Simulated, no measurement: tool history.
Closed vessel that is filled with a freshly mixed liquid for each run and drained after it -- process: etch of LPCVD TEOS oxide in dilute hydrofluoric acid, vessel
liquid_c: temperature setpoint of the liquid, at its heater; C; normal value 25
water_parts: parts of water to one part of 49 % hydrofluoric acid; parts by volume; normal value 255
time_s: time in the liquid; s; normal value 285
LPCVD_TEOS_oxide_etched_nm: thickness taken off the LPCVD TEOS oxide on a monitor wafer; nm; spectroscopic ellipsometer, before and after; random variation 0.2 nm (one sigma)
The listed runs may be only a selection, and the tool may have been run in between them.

run    hour  liquid_c  water_parts  time_s  read-back film thickness of the LPCVD TEOS oxide reference wafer, read on the same gauge (nm)  LPCVD_TEOS_oxide_etched_nm
  1       0        28          255     285                                                                                          83.15                       41.96
  2    90.4        28          255     285                                                                                          83.26                       41.97
  3   172.7        25          255     285                                                                                          83.34                       37.53
  4   332.3        25          255     285                                                                                          83.47                       37.96
  5   436.8        25          255     285                                                                                          83.54                       38.31
  6   497.9        25          255     285                                                                                          83.62                       37.88
      506.6  -- hydrofluoric acid flow meter replaced
  7     558        25          255     285                                                                                          83.66                       37.94
      624.4  -- thermometer replaced
  8   855.7        25          255     285                                                                                          83.77                       38.12
      928.6  -- gauge calibrated
  9   939.8        25          255     285                                                                                          80.34                       36.57
 10   990.3      22.5          255     340                                                                                          80.57                       40.06
 11  1064.3        25          255     285                                                                                          80.91                       36.89
 12  1134.5        25          155     285                                                                                           81.2                       68.97
 13  1201.1        23          315     215                                                                                          81.46                       20.15
 14  1303.9        25          255     285                                                                                          81.77                       37.46
 15  1407.9        25          350     350                                                                                          82.05                       30.46
 16  1655.9        25          380     285                                                                                          82.61                        22.3

Predict each of these 4 candidate next runs independently; none follows another, all start after run 16:
  A  1656.6      27.5          255     285                                                                                              ?                           ?
  B  1656.6      21.5          340     345                                                                                              ?                           ?
  C  1656.6        29          150     445                                                                                              ?                           ?
  D  1656.6      20.5          255     410                                                                                              ?                           ?

run  read-back film thickness of the LPCVD TEOS oxide reference wafer, read on the same gauge (nm)  LPCVD_TEOS_oxide_etched_nm
  A                                                                                          82.62                       40.97
  B                                                                                          82.62                       27.79
  C                                                                                          82.62                      129.78
  D                                                                                          82.62                        45.9
With no hidden state in the tool, these same runs would have given:
run  LPCVD_TEOS_oxide_etched_nm
  A                       39.68
  B                       26.91
  C                      125.69
  D                       44.46
